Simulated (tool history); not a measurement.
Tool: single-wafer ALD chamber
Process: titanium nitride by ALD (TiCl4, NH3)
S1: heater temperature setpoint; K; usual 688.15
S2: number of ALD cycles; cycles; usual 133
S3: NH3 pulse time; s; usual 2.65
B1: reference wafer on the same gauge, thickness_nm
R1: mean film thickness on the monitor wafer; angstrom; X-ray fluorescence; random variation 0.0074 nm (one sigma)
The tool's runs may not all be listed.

run,hour,S1,S2,S3,B1,R1
1,0,679.15,133,2.65,2.781,29.53
2,33.5,679.15,133,2.65,2.779,29.55
3,93.8,688.15,144,2.65,2.779,32.07
4,152.5,688.15,144,2.65,2.779,32.04
5,185.6,688.15,144,2.65,2.781,32.05
6,220.6,688.15,133,2.65,2.778,29.73
7,281.7,688.15,133,2.65,2.781,29.66
8,348.1,688.15,133,2.65,2.78,29.71
9,399,688.15,133,2.65,2.779,29.62
10,455.6,688.15,133,3.25,2.78,29.74
11,514.1,688.15,133,3.25,2.781,29.68
12,549.5,688.15,133,3.25,2.779,29.73
13,584,688.15,133,2.65,2.78,29.59
# hour 611.1: showerhead replaced
14,649.5,688.15,133,2.65,2.78,29.73
15,683.1,688.15,148,2.65,2.777,32.94
# hour 777.4: gauge calibrated
16,848.5,682.15,133,1.66,2.78,29.14
17,916.8,688.15,133,3.25,2.781,29.76
18,956.5,688.15,133,2.65,2.78,29.56
19,1024.2,675.15,156,1.61,2.782,34.11
# hour 1096.2: thermocouple changed; heater temperature recalibrated
20,1141.8,684.15,158,1.68,2.782,34.61
21,1168,702.15,111,1.94,2.783,24.66
22,1229.1,697.15,110,3.4,2.782,24.77
23,1255,688.15,133,2.65,2.778,29.62
24,1326.4,694.15,133,2.65,2.776,29.68
25,1370.7,682.15,112,2.25,2.781,24.78
26,1412.7,688.15,142,2.2,2.779,31.47
27,1477.3,688.15,133,2.65,2.781,29.64
28,1532,699.15,159,3.23,2.781,35.69
29,1561.7,688.15,133,3.02,2.78,29.73

The tool's hidden state at each run:
wafer temperature above the value expected at the setpoint (K): 0 in every run
gauge reads high (%): 0 in every run

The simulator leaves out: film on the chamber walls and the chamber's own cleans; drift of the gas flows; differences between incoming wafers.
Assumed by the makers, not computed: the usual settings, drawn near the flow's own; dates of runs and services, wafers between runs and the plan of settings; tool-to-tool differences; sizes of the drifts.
